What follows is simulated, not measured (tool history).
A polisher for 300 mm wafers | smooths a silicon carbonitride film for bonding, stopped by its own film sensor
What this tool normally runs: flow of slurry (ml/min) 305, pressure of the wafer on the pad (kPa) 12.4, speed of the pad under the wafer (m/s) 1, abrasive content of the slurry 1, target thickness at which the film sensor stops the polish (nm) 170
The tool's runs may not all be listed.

| run | hour | flow of slurry (ml/min) | pressure of the wafer on the pad (kPa) | speed of the pad under the wafer (m/s) | abrasive content of the slurry | target thickness at which the film sensor stops the polish (nm) | wafers since the last listed run | wafers polished on this pad | hours since the slurry nozzle was cleaned | hours since the head pressure was calibrated | hours since the slurry blender was calibrated | incoming thickness of the incoming film, nm | time until the film sensor stopped the polish (s) |
|---|---|---|---|---|---|---|---|---|---|---|---|---|---|
| 1 | 0 | 305 | 12.4 | 1.28 | 1 | 170 | 0 | 1153 | 129.6 | 102.1 | 300.8 | 188.8 | 60.8 |
|  | 29.9 | slurry blender recalibrated |
| 2 | 99.6 | 305 | 12.4 | 1.28 | 1 | 170 | 752 | 1905 | 229.2 | 201.7 | 69.7 | 191.5 | 69 |
|  | 153.3 | worn pad replaced by a new one |
| 3 | 153.9 | 305 | 12.4 | 1 | 1 | 170 | 387 | 4 | 283.5 | 256 | 124 | 190.5 | 83.7 |
| 4 | 198 | 305 | 12.4 | 1 | 1 | 170 | 340 | 344 | 327.6 | 300.1 | 168.1 | 191.2 | 86 |
|  | 293.1 | slurry nozzle cleaned |
| 5 | 301.4 | 305 | 12.4 | 1 | 1 | 168 | 789 | 1134 | 8.3 | 403.5 | 271.5 | 186.9 | 77.5 |
|  | 321.1 | slurry blender recalibrated |
| 6 | 348.1 | 305 | 12.4 | 1 | 1 | 168 | 344 | 1479 | 55 | 450.2 | 27 | 190.1 | 89.7 |
|  | 407.6 | worn pad replaced by a new one |
| 7 | 408.1 | 305 | 12.4 | 1 | 1 | 168 | 431 | 4 | 115 | 510.2 | 87 | 187.7 | 80.1 |
| 8 | 479.5 | 305 | 12.4 | 1 | 1 | 170 | 550 | 554 | 186.4 | 581.6 | 158.4 | 191.4 | 91.9 |
| 9 | 570.1 | 305 | 12.4 | 1 | 1 | 175 | 698 | 1253 | 277 | 672.2 | 249 | 189.4 | 63.5 |
|  | 589.3 | slurry blender recalibrated |
| 10 | 608.7 | 305 | 12.4 | 1 | 1 | 170 | 282 | 1535 | 315.6 | 710.8 | 19.4 | 186.5 | 71.6 |
| 11 | 661 | 305 | 12.4 | 1 | 1 | 170 | 403 | 1938 | 367.9 | 763.1 | 71.7 | 190.9 | 88.6 |
|  | 724.2 | worn pad replaced by a new one |
| 12 | 724.7 | 305 | 8.3 | 0.8 | 1 | 170 | 460 | 4 | 431.6 | 826.8 | 135.4 | 188.6 | 147.7 |
|  | 770.6 | slurry nozzle cleaned |
| 13 | 784 | 210 | 12.4 | 1 | 1.15 | 170 | 449 | 453 | 13.4 | 886.1 | 194.7 | 189.5 | 81.5 |
| 14 | 836.9 | 305 | 12.4 | 1 | 1 | 170 | 407 | 861 | 66.3 | 939 | 247.6 | 191.5 | 98.2 |
|  | 865.3 | head pressure recalibrated |
|  | 892.9 | slurry blender recalibrated |
| 15 | 893.4 | 305 | 12.4 | 1 | 1 | 170 | 404 | 1266 | 122.8 | 28.1 | 0.5 | 186.9 | 66.3 |
| 16 | 937.3 | 305 | 12.4 | 1 | 1 | 170 | 338 | 1604 | 166.7 | 72 | 44.4 | 191 | 81.8 |
|  | 1031.5 | worn pad replaced by a new one |
| 17 | 1040.5 | 305 | 12.4 | 1 | 1 | 164 | 764 | 69 | 269.9 | 175.2 | 147.6 | 191.7 | 104 |
| 18 | 1117.1 | 265 | 12.4 | 1.26 | 1 | 170 | 590 | 659 | 346.5 | 251.8 | 224.2 | 187.6 | 57.7 |
| 19 | 1157.6 | 305 | 12.4 | 1 | 0.75 | 170 | 312 | 972 | 387 | 292.3 | 264.7 | 189.7 | 99.9 |
|  | 1170.3 | slurry blender recalibrated |
|  | 1194.2 | slurry nozzle cleaned |
| 20 | 1241.1 | 410 | 15.2 | 1 | 0.85 | 177 | 620 | 1592 | 46.9 | 375.8 | 70.8 | 189.5 | 46.8 |
| 21 | 1294.6 | 305 | 12.4 | 0.84 | 0.7 | 170 | 412 | 2005 | 100.4 | 429.3 | 124.3 | 193.4 | 151 |
|  | 1316.9 | worn pad replaced by a new one |
| 22 | 1388.1 | 380 | 15.9 | 1 | 1.15 | 166 | 690 | 548 | 193.9 | 522.8 | 217.8 | 190.2 | 70.4 |
|  | 1431.1 | slurry blender recalibrated |
| 23 | 1441.4 | 305 | 9.7 | 1 | 1 | 176 | 395 | 944 | 247.2 | 576.1 | 10.3 | 188.1 | 64.7 |

Consider 3 possible next runs. They are alternatives, not a sequence: every one starts from the tool as it was left by run 23. What does each give?
| A | 1441.9 | 305 | 12.4 | 1 | 1 | 172 | 3 | 948 | 247.7 | 576.6 | 10.8 | 189.2 | ? |
| B | 1441.9 | 305 | 12.4 | 0.72 | 1.15 | 170 | 3 | 948 | 247.7 | 576.6 | 10.8 | 189.2 | ? |
| C | 1441.9 | 305 | 12.4 | 1.3 | 1.15 | 176 | 3 | 948 | 247.7 | 576.6 | 10.8 | 189.2 | ? |

| run | time until the film sensor stopped the polish (s) |
|---|---|
| A | 72 |
| B | 95.5 |
| C | 40.9 |
With the hidden condition removed and each run's random variation left untouched, the same runs would have given:
| run | time until the film sensor stopped the polish (s) |
|---|---|
| A | 66.8 |
| B | 88.7 |
| C | 38 |
